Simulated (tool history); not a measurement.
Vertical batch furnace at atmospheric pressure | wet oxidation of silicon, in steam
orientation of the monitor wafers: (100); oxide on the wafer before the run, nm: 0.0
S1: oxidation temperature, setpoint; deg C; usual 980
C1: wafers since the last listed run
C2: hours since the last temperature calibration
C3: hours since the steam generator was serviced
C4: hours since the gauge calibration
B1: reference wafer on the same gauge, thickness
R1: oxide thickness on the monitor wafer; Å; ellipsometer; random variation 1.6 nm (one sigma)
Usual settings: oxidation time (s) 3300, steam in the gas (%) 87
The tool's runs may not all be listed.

Run 1, hour 0.0: usual settings but S1 969 deg C; C1 0; C2 3526.5; C3 1242.1; C4 1.1; B1 312.50. Result: R1 2703.4 Å.
Run 2, hour 9.9: usual settings; C1 164; C2 3536.4; C3 1252.0; C4 11.0; B1 312.91. Result: R1 2992.0 Å.
Run 3, hour 23.4: usual settings; C1 224; C2 3549.9; C3 1265.5; C4 24.5; B1 312.86. Result: R1 2983.0 Å.
Run 4, hour 43.1: usual settings; C1 327; C2 3569.6; C3 1285.2; C4 44.2; B1 313.13. Result: R1 2980.5 Å.
Run 5, hour 56.2: usual settings; C1 217; C2 3582.7; C3 1298.3; C4 57.3; B1 313.48. Result: R1 3007.3 Å.
Run 6, hour 66.7: usual settings but oxidation time (s) 3870; C1 174; C2 3593.2; C3 1308.8; C4 67.8; B1 312.99. Result: R1 3342.5 Å.
At hour 98.6: steam generator serviced.
Run 7, hour 99.1: usual settings but oxidation time (s) 3870; C1 139; C2 3625.6; C3 0.5; C4 100.2; B1 313.46. Result: R1 3367.3 Å.
Run 8, hour 103.8: usual settings but oxidation time (s) 3870; C1 78; C2 3630.3; C3 5.2; C4 104.9; B1 312.98. Result: R1 3335.9 Å.
Run 9, hour 108.5: usual settings but oxidation time (s) 4890, steam in the gas (%) 84; C1 78; C2 3635.0; C3 9.9; C4 109.6; B1 313.70. Result: R1 3871.9 Å.
Run 10, hour 113.2: usual settings; C1 78; C2 3639.7; C3 14.6; C4 114.3; B1 312.42. Result: R1 2984.2 Å.
Run 11, hour 118.0: usual settings but oxidation time (s) 2220, steam in the gas (%) 77; C1 79; C2 3644.5; C3 19.4; C4 119.1; B1 313.06. Result: R1 1994.6 Å.
At hour 139.0: gauge calibrated.
At hour 158.1: thermocouples replaced and temperature profile calibrated.
Run 12, hour 158.6: usual settings but oxidation time (s) 2670; C1 275; C2 0.5; C3 60.0; C4 19.6; B1 312.85. Result: R1 2547.6 Å.
Run 13, hour 163.3: usual settings; C1 78; C2 5.2; C3 64.7; C4 24.3; B1 312.68. Result: R1 2968.4 Å.
Run 14, hour 176.9: usual settings but S1 974 deg C; C1 225; C2 18.8; C3 78.3; C4 37.9; B1 313.66. Result: R1 2861.7 Å.
Run 15, hour 190.1: usual settings; C1 219; C2 32.0; C3 91.5; C4 51.1; B1 312.99. Result: R1 2969.8 Å.
Run 16, hour 197.9: usual settings but S1 957 deg C; C1 129; C2 39.8; C3 99.3; C4 58.9; B1 313.18. Result: R1 2411.3 Å.
Run 17, hour 213.9: usual settings but oxidation time (s) 1680, steam in the gas (%) 97; C1 265; C2 55.8; C3 115.3; C4 74.9; B1 313.15. Result: R1 1934.1 Å.

4 ways to go on from here, each from the tool as it stands after run 17. What would each give?
Run A, hour 218.7: usual settings; C1 79; C2 60.6; C3 120.1; C4 79.7; B1 ?. Result: R1 ?.
Run B, hour 218.7: usual settings but S1 968 deg C, oxidation time (s) 2340, steam in the gas (%) 90; C1 79; C2 60.6; C3 120.1; C4 79.7; B1 ?. Result: R1 ?.
Run C, hour 218.7: usual settings but S1 973 deg C, oxidation time (s) 4290, steam in the gas (%) 96; C1 79; C2 60.6; C3 120.1; C4 79.7; B1 ?. Result: R1 ?.
Run D, hour 218.7: usual settings but S1 988 deg C, oxidation time (s) 2820, steam in the gas (%) 83; C1 79; C2 60.6; C3 120.1; C4 79.7; B1 ?. Result: R1 ?.

run      B1      R1
  A  313.06  2956.3
  B  313.06  2081.7
  C  313.06  3629.1
  D  313.06  2723.0
Without the tool's hidden state the same runs would have given:
run      R1
  A  2956.3
  B  2081.7
  C  3629.1
  D  2723.0

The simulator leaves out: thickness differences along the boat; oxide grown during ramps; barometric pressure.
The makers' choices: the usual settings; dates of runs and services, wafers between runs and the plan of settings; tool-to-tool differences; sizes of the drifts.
